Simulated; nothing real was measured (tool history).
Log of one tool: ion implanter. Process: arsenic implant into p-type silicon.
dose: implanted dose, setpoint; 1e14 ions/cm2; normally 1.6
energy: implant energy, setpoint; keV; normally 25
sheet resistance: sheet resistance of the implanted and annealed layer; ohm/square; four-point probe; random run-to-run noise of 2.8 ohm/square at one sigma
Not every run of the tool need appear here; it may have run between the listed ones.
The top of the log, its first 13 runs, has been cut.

run,day,dose,energy,"read-back reference wafer on the same gauge, sheet resistance",sheet resistance
14,28.717,1.6,25,488.92,543.38
15,29.817,1.6,25,488.63,547.28
16,31.996,1.6,25,489.11,546.6
17,34.417,1.87,25,489.43,488.82
# day 35.546: extraction supply calibrated
18,36.788,1.6,25,488.64,549.39
19,38.712,1.39,33.5,489.05,587.57
# day 39.925: Faraday cup replaced and dose calibrated
20,39.95,1.13,25,489.25,676.64
21,42.542,1.47,18.5,488.96,592.32
22,43.796,1.82,30.5,489.31,473.81
23,44.833,1.44,31.5,489.22,553.4
24,47.596,1.23,16.5,488.64,689.12
25,49.217,1.27,20,489.32,661.15
26,51.692,1.6,25,488.83,536.3
27,54.667,1.6,25,489.08,542.03
28,56.375,1.87,29.5,488.9,470.59
29,57.946,1.91,32.5,489.16,456.87
30,60.612,1.6,25,488.81,546.61
31,62.392,1.92,30,488.66,465.46
32,64.762,1.6,25,489.08,549.04

Forecast run 33:
# day 66.383: Faraday cup replaced and dose calibrated
33,67.479,1.3,21.5,?,?

Run 33 measured read-back reference wafer on the same gauge, sheet resistance 489.24, sheet resistance 635.95 ohm/square.
Minus the tool's unlogged condition, the same run would have read sheet resistance 632.48 ohm/square.

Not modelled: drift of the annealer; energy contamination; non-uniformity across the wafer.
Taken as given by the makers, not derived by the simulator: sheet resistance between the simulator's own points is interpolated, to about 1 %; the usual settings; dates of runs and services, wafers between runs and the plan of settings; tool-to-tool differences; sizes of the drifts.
